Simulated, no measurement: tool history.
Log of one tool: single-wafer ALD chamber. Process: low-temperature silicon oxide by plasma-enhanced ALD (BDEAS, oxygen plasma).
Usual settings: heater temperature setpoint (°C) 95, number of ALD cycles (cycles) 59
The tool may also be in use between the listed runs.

run	day	heater temperature setpoint (°C)	number of ALD cycles (cycles)	read-back reference wafer on the same gauge, thickness_nm	mean film thickness on the monitor wafer (nm)
1	0.000	95	59	9.589	8.529
2	1.679	95	59	9.601	8.532
3	3.308	95	59	9.586	8.563
4	5.146	95	59	9.590	8.583
5	10.704	95	59	9.587	8.582
6	12.000	106	59	9.587	8.299
7	13.538	106	59	9.589	8.268
8	16.042	106	59	9.590	8.273
9	18.229	105	59	9.590	8.255
10	20.071	95	66	9.598	9.583
11	22.238	95	66	9.600	9.562
12	24.821	95	66	9.592	9.536
13	26.954	84	62	9.588	9.269
14	29.158	103	65	9.598	9.195
# day 31.033: thermocouple changed; heater temperature recalibrated
15	32.071	103	65	9.582	9.251
16	35.067	103	65	9.601	9.287
17	36.758	95	59	9.588	8.685
18	39.579	95	59	9.591	8.636
19	42.354	95	59	9.589	8.648
20	43.454	95	59	9.584	8.687
21	46.033	95	59	9.584	8.670
# day 47.579: thermocouple changed; heater temperature recalibrated, repeated, since the last time left the tool worse
22	48.062	95	59	9.593	8.477
23	50.233	107	59	9.598	8.254
24	51.629	81	48	9.598	7.208
25	54.121	95	59	9.586	8.487
26	55.188	95	59	9.589	8.438
27	57.767	90	59	9.589	8.607
28	60.192	95	59	9.597	8.513
29	61.667	95	59	9.592	8.477
30	62.833	102	59	9.586	8.362
31	64.750	85	51	9.605	7.613
# day 65.871: gauge calibrated
32	66.821	95	59	9.583	8.528
33	68.808	95	59	9.587	8.467
34	70.621	95	55	9.580	7.943
35	71.679	82	63	9.597	9.487
36	74.425	103	59	9.593	8.286
37	76.467	107	53	9.580	7.436
38	77.588	100	55	9.588	7.842
39	80.004	91	51	9.591	7.478
40	81.125	95	53	9.582	7.666
41	83.017	108	59	9.582	8.265
42	84.167	107	51	9.589	7.127
43	85.796	95	48	9.601	6.936
44	88.788	95	50	9.601	7.229

Forecast each of these 4 alternatives for the next run:
A	88.808	95	54	?	?
B	88.808	91	59	?	?
C	88.808	110	59	?	?
D	88.808	95	69	?	?

run	read-back reference wafer on the same gauge, thickness_nm	mean film thickness on the monitor wafer (nm)
A	9.594	7.832
B	9.594	8.664
C	9.594	8.247
D	9.594	10.008
Without the tool's hidden state the same runs would have given:
run	mean film thickness on the monitor wafer (nm)
A	7.765
B	8.590
C	8.210
D	9.922
